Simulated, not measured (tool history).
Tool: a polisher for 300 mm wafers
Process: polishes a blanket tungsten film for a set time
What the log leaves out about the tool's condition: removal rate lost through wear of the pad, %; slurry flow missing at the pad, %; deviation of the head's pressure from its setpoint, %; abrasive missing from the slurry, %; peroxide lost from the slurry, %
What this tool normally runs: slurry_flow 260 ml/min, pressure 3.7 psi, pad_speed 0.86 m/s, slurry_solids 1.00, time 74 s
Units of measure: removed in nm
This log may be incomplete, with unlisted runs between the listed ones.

run   hour  slurry_flow  pressure  pad_speed  slurry_solids  time  wafers since the last listed run  wafers polished on this pad  hours since the slurry nozzle was cleaned  hours since the head pressure was calibrated  hours since the slurry blender was calibrated  hours since the slurry got fresh peroxide  incoming thickness of the incoming film, nm  removed
  1    0.0          280       3.7       0.86           1.00    74                                 0                          654                                      130.8                                         421.7                                           55.9                                       18.3                                       1468.2    325.1
  2   12.9          280       3.7       0.86           1.00    74                               153                          808                                      143.7                                         434.6                                           68.8                                       31.2                                       1437.0    321.9
      25.4  -- worn pad replaced by a new one
  3   27.8          260       3.7       0.86           1.00    74                               130                           28                                      158.6                                         449.5                                           83.7                                       46.1                                       1439.8    338.2
  4   41.8          260       3.7       0.86           1.00    74                               167                          195                                      172.6                                         463.5                                           97.7                                       60.1                                       1444.1    341.7
  5   52.8          260       3.7       0.86           1.00    74                               131                          327                                      183.6                                         474.5                                          108.7                                       71.1                                       1425.7    338.1
  6   59.1          260       3.7       0.86           1.00    74                                75                          402                                      189.9                                         480.8                                          115.0                                       77.4                                       1467.6    334.5
      67.7  -- slurry tank refilled with fresh slurry and peroxide
      71.4  -- slurry blender recalibrated
  7   74.2          260       2.7       0.86           1.00    74                               144                          546                                      205.0                                         495.9                                            2.8                                        6.5                                       1436.0    275.8
  8   84.1          260       2.7       0.86           1.00    74                               118                          664                                      214.9                                         505.8                                           12.7                                       16.4                                       1420.5    270.1
  9   97.9          260       2.7       0.86           1.00    74                               164                          829                                      228.7                                         519.6                                           26.5                                       30.2                                       1450.3    260.9
     115.6  -- worn pad replaced by a new one
 10  116.1          260       3.7       0.86           1.00    74                               169                            5                                      246.9                                         537.8                                           44.7                                       48.4                                       1468.5    343.6
 11  130.4          170       3.7       1.04           1.20    74                               170                          176                                      261.2                                         552.1                                           59.0                                       62.7                                       1457.3    404.2
 12  139.8          260       3.7       0.86           1.00    74                               112                          288                                      270.6                                         561.5                                           68.4                                       72.1                                       1424.0    336.6
     146.8  -- slurry tank refilled with fresh slurry and peroxide
     148.9  -- head pressure recalibrated
 13  149.4          260       3.7       0.86           1.00    74                                78                          367                                      280.2                                           0.5                                           78.0                                        2.6                                       1457.8    334.1
 14  159.4          260       4.7       0.86           1.00    74                               119                          486                                      290.2                                          10.5                                           88.0                                       12.6                                       1443.8    381.0
     178.9  -- slurry nozzle cleaned
     196.6  -- worn pad replaced by a new one
 15  210.4          260       4.9       0.56           1.25    74                               548                          164                                       31.5                                          61.5                                          139.0                                       63.6                                       1446.2    278.0
     214.3  -- slurry blender recalibrated
 16  220.6          260       3.7       0.86           1.00    74                                97                          262                                       41.7                                          71.7                                            6.3                                       73.8                                       1470.0    338.7
 17  227.2          260       4.4       1.00           0.80    74                                78                          341                                       48.3                                          78.3                                           12.9                                       80.4                                       1435.6    407.9
     237.9  -- slurry tank refilled with fresh slurry and peroxide
 18  238.6          310       3.7       0.86           1.00    84                               124                          465                                       59.7                                          89.7                                           24.3                                        0.7                                       1454.7    376.6
 19  245.7          260       3.7       0.86           1.00    74                                84                          550                                       66.8                                          96.8                                           31.4                                        7.8                                       1457.3    322.2
 20  258.1          345       2.5       0.86           0.90    57                               147                          698                                       79.2                                         109.2                                           43.8                                       20.2                                       1430.2    198.6
 21  264.7          260       3.7       0.86           1.00    74                                78                          776                                       85.8                                         115.8                                           50.4                                       26.8                                       1459.8    313.2
 22  273.1          260       3.7       1.10           1.00    74                               100                          877                                       94.2                                         124.2                                           58.8                                       35.2                                       1460.7    399.0
 23  279.3          345       2.4       0.86           1.00    74                                73                          951                                      100.4                                         130.4                                           65.0                                       41.4                                       1450.9    243.3
     288.9  -- worn pad replaced by a new one
 24  291.7          260       3.7       0.86           1.00    74                               100                           33                                      112.8                                         142.8                                           77.4                                       53.8                                       1447.1    338.6
 25  300.5          230       3.7       0.86           1.00    97                               105                          138                                      121.6                                         151.6                                           86.2                                       62.6                                       1441.6    439.9
 26  310.6          260       3.7       0.86           1.20    51                               120                          258                                      131.7                                         161.7                                           96.3                                       72.7                                       1429.3    241.3
 27  320.1          260       3.7       0.86           1.00    74                               113                          371                                      141.2                                         171.2                                          105.8                                       82.2                                       1429.9    333.1

Hidden state at the last listed run before each entry between runs and at the first one after, where it differs:
Run 2 -> run 3: worn pad replaced by a new one (hour 25.4)
  removal rate lost through wear of the pad, %: 8.44 -> 0.342
  difference, measured minus the result without the unlogged condition, removed: -29.6 -> -1.1 nm
Run 6 -> run 7: slurry tank refilled with fresh slurry and peroxide (hour 67.7); slurry blender recalibrated (hour 71.4)
  removal rate lost through wear of the pad, %: 2.23 -> 4.31
  difference, measured minus the result without the unlogged condition, removed: -7.6 -> -12.4 nm
Run 9 -> run 10: worn pad replaced by a new one (hour 115.6)
  removal rate lost through wear of the pad, %: 9.11 -> 0.604
  difference, measured minus the result without the unlogged condition, removed: -26.2 -> -2.1 nm
Run 12 -> run 13: slurry tank refilled with fresh slurry and peroxide (hour 146.8); head pressure recalibrated (hour 148.9)
  removal rate lost through wear of the pad, %: 1.58 -> 2.51
  difference, measured minus the result without the unlogged condition, removed: -5.4 -> -8.6 nm
Run 14 -> run 15: slurry nozzle cleaned (hour 178.9); worn pad replaced by a new one (hour 196.6)
  removal rate lost through wear of the pad, %: 3.8 -> 1.7
  difference, measured minus the result without the unlogged condition, removed: -15.1 -> -4.8 nm
Run 15 -> run 16: slurry blender recalibrated (hour 214.3)
  removal rate lost through wear of the pad, %: 1.7 -> 2.34
  difference, measured minus the result without the unlogged condition, removed: -4.8 -> -8.1 nm
Run 17 -> run 18: slurry tank refilled with fresh slurry and peroxide (hour 237.9)
  removal rate lost through wear of the pad, %: 2.94 -> 4.32
  difference, measured minus the result without the unlogged condition, removed: -12.3 -> -17.0 nm
Run 23 -> run 24: worn pad replaced by a new one (hour 288.9)
  removal rate lost through wear of the pad, %: 12.8 -> 0.838
  difference, measured minus the result without the unlogged condition, removed: -35.7 -> -2.8 nm
